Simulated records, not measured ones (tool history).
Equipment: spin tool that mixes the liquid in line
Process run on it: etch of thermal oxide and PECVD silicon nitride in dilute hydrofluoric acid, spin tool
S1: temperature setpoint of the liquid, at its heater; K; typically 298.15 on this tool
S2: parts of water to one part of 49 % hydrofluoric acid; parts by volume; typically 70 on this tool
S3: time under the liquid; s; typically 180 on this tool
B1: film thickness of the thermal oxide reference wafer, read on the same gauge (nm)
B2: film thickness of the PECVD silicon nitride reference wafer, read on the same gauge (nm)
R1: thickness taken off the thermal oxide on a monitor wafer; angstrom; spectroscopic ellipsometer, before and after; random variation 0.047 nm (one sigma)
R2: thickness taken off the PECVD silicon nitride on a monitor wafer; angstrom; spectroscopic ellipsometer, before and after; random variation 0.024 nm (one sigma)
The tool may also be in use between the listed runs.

run,hour,S1,S2,S3,B1,B2,R1,R2
1,0.0,296.65,70,180,139.97,90.00,145.0,55.9
2,29.4,298.15,55,180,139.99,89.99,198.6,79.0
3,41.4,298.15,55,180,139.98,89.99,199.1,78.7
4,67.0,298.15,55,180,140.00,90.01,198.5,79.0
5,82.3,298.15,70,210,139.99,89.99,179.4,71.8
# hour 101.1: hydrofluoric acid flow meter replaced
6,110.9,298.15,70,180,139.98,90.01,153.9,62.1
7,130.4,298.15,70,180,140.02,90.01,154.0,62.6
8,152.1,298.15,60,180,139.99,90.01,181.9,72.4
# hour 161.6: gauge calibrated
# hour 166.3: thermometer replaced
9,168.5,295.15,90,225,140.00,90.00,117.2,42.7
10,189.4,298.15,70,180,140.02,90.00,140.1,53.6
11,213.3,296.15,45,180,140.00,89.99,207.9,72.1
12,247.7,298.15,70,180,140.00,89.99,140.3,53.4
13,277.2,293.65,85,220,139.99,90.00,115.7,40.3
14,297.9,294.15,45,110,140.00,89.99,117.7,38.6
15,314.8,298.15,90,180,140.01,90.01,107.8,41.9

Consider 3 possible next runs. They are alternatives, not a sequence: every one starts from the tool as it was left by run 15. What does each give?
A,315.3,298.15,35,180,?,?,?,?
B,315.3,293.15,105,80,?,?,?,?
C,315.3,295.15,70,180,?,?,?,?

run,B1,B2,R1,R2
A,139.98,89.99,294.9,106.9
B,139.98,89.99,32.6,11.6
C,139.98,89.99,124.4,44.3
Without the tool's hidden state the same runs would have given:
run,R1,R2
A,291.1,104.7
B,32.2,11.3
C,122.9,43.4

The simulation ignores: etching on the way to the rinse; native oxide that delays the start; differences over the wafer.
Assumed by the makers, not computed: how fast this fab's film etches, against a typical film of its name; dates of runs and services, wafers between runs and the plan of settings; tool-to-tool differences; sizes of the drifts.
